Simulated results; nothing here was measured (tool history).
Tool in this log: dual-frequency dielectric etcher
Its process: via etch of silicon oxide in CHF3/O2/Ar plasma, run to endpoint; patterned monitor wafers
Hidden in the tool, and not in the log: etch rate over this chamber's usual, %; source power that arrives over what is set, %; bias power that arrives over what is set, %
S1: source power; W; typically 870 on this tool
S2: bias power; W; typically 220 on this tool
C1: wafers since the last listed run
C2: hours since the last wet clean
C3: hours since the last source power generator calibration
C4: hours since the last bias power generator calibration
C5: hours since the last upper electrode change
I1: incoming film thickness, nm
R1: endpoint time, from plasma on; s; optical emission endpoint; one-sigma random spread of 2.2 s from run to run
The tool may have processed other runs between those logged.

run	hour	S1	S2	C1	C2	C3	C4	C5	I1	R1
1	0.0	870	220	0	202.5	3245.1	3544.8	4025.1	602.3	277.4
2	66.3	870	220	392	268.8	3311.4	3611.1	4091.4	598.7	280.6
# hour 112.0: wet clean of the chamber
3	112.5	940	220	131	0.5	3357.6	3657.3	4137.6	598.1	264.2
4	156.6	870	236	260	44.6	3401.7	3701.4	4181.7	597.7	267.0
5	217.8	870	220	361	105.8	3462.9	3762.6	4242.9	596.2	271.4
6	261.1	870	220	256	149.1	3506.2	3805.9	4286.2	600.3	271.8
7	307.6	870	220	274	195.6	3552.7	3852.4	4332.7	600.2	277.6
# hour 374.4: upper electrode replaced
8	374.9	950	220	256	262.9	3620.0	3919.7	0.5	603.9	270.7
# hour 392.4: bias power generator calibrated
9	408.0	950	220	172	296.0	3653.1	15.6	33.6	597.7	268.6
# hour 434.6: wet clean of the chamber
10	462.9	870	220	182	28.3	3708.0	70.5	88.5	599.8	267.0
11	527.0	870	220	379	92.4	3772.1	134.6	152.6	601.8	270.6
12	572.4	870	220	268	137.8	3817.5	180.0	198.0	600.0	276.4
13	642.5	990	263	414	207.9	3887.6	250.1	268.1	597.4	249.9
14	707.3	940	220	383	272.7	3952.4	314.9	332.9	598.5	271.5
15	732.4	870	220	148	297.8	3977.5	340.0	358.0	605.3	281.3
# hour 764.4: source power generator calibrated
# hour 767.3: wet clean of the chamber
16	767.8	980	248	168	0.5	3.4	375.4	393.4	600.3	249.0
17	833.1	870	267	386	65.8	68.7	440.7	458.7	601.0	255.5
18	895.5	870	220	368	128.2	131.1	503.1	521.1	602.4	274.7
19	956.0	740	170	357	188.7	191.6	563.6	581.6	601.6	313.3
20	997.1	710	220	243	229.8	232.7	604.7	622.7	603.8	290.4
21	1021.9	870	220	146	254.6	257.5	629.5	647.5	603.2	279.6
22	1057.2	720	173	208	289.9	292.8	664.8	682.8	601.6	315.0
# hour 1095.5: wet clean of the chamber
23	1123.7	720	238	251	28.2	359.3	731.3	749.3	600.5	275.2
24	1174.8	700	264	302	79.3	410.4	782.4	800.4	598.6	269.5

Branching from run 24: 4 alternative next runs. What would each branch give?
A	1175.3	720	220	2	79.8	410.9	782.9	800.9	600.5	?
B	1175.3	1070	256	2	79.8	410.9	782.9	800.9	600.5	?
C	1175.3	870	198	2	79.8	410.9	782.9	800.9	600.5	?
D	1175.3	930	171	2	79.8	410.9	782.9	800.9	600.5	?

run	R1
A	286.2
B	245.7
C	282.8
D	291.3
Without the tool's hidden state the same runs would have given:
run	R1
A	283.3
B	243.2
C	280.0
D	288.4
